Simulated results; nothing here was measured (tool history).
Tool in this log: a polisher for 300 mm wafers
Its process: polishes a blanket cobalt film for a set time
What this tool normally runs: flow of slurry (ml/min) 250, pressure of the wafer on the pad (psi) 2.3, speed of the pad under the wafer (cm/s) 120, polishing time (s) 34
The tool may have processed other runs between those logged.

| run | hour | flow of slurry (ml/min) | pressure of the wafer on the pad (psi) | speed of the pad under the wafer (cm/s) | polishing time (s) | incoming thickness of the incoming film, nm | film removed (Å) |
|---|---|---|---|---|---|---|---|
| 1 | 0 | 310 | 2.3 | 106 | 34 | 1082 | 2609 |
|  | 62.8 | worn pad replaced by a new one |
| 2 | 79.9 | 310 | 2.3 | 106 | 34 | 1078.4 | 2716 |
| 3 | 105.7 | 310 | 2.3 | 106 | 34 | 1085.6 | 2683 |
| 4 | 133.9 | 315 | 2.3 | 120 | 40 | 1062.8 | 3487 |
| 5 | 165.2 | 315 | 2.3 | 120 | 40 | 1079.6 | 3543 |
|  | 191.4 | worn pad replaced by a new one |
| 6 | 192.2 | 250 | 2.3 | 120 | 34 | 1091.9 | 3041 |
| 7 | 214.5 | 250 | 2.3 | 120 | 34 | 1059.5 | 3018 |
| 8 | 236.4 | 250 | 2.3 | 120 | 34 | 1092.3 | 3045 |
| 9 | 263.5 | 250 | 2.3 | 120 | 34 | 1068.5 | 3089 |
|  | 287.7 | head pressure recalibrated |
| 10 | 291.7 | 250 | 2.3 | 120 | 34 | 1078.1 | 2733 |
|  | 305.1 | worn pad replaced by a new one |
| 11 | 327.4 | 170 | 2.6 | 150 | 41 | 1083 | 4134 |
|  | 338.3 | slurry nozzle cleaned |
| 12 | 382.1 | 295 | 2.5 | 150 | 43 | 1081 | 4403 |
| 13 | 398.6 | 250 | 2.7 | 120 | 34 | 1070 | 3100 |
| 14 | 411.1 | 160 | 2.3 | 142 | 34 | 1095.4 | 2981 |
|  | 419.6 | worn pad replaced by a new one |
| 15 | 432.1 | 220 | 1.8 | 136 | 34 | 1069.8 | 2313 |
| 16 | 463 | 310 | 2.3 | 120 | 34 | 1057.3 | 2861 |
| 17 | 519.4 | 310 | 2.3 | 106 | 34 | 1081.1 | 2665 |
|  | 532.6 | worn pad replaced by a new one |
| 18 | 541.3 | 250 | 2.3 | 120 | 34 | 1092.6 | 2922 |
| 19 | 560.7 | 190 | 2.6 | 120 | 34 | 1092.2 | 3233 |
|  | 571.1 | head pressure recalibrated |
| 20 | 583 | 340 | 2.3 | 120 | 34 | 1079.8 | 2737 |

Exercise: give the hidden state of the tool at every run:
removal rate lost through wear of the pad, %: 0 across all the runs
slurry flow missing at the pad, %: 0 across all the runs
H1: deviation of the head's pressure from its setpoint, %
| run | H1 |
|---|---|
| 1 | 3.3 |
| 2 | 4.89 |
| 3 | 5.71 |
| 4 | 6.78 |
| 5 | 8.18 |
| 6 | 9.56 |
| 7 | 10.8 |
| 8 | 12.2 |
| 9 | 14 |
| 10 | -1.94 |
| 11 | -1.77 |
| 12 | -0.942 |
| 13 | -0.561 |
| 14 | -0.231 |
| 15 | 0.402 |
| 16 | 1.51 |
| 17 | 4.1 |
| 18 | 5.29 |
| 19 | 6.44 |
| 20 | -0.564 |
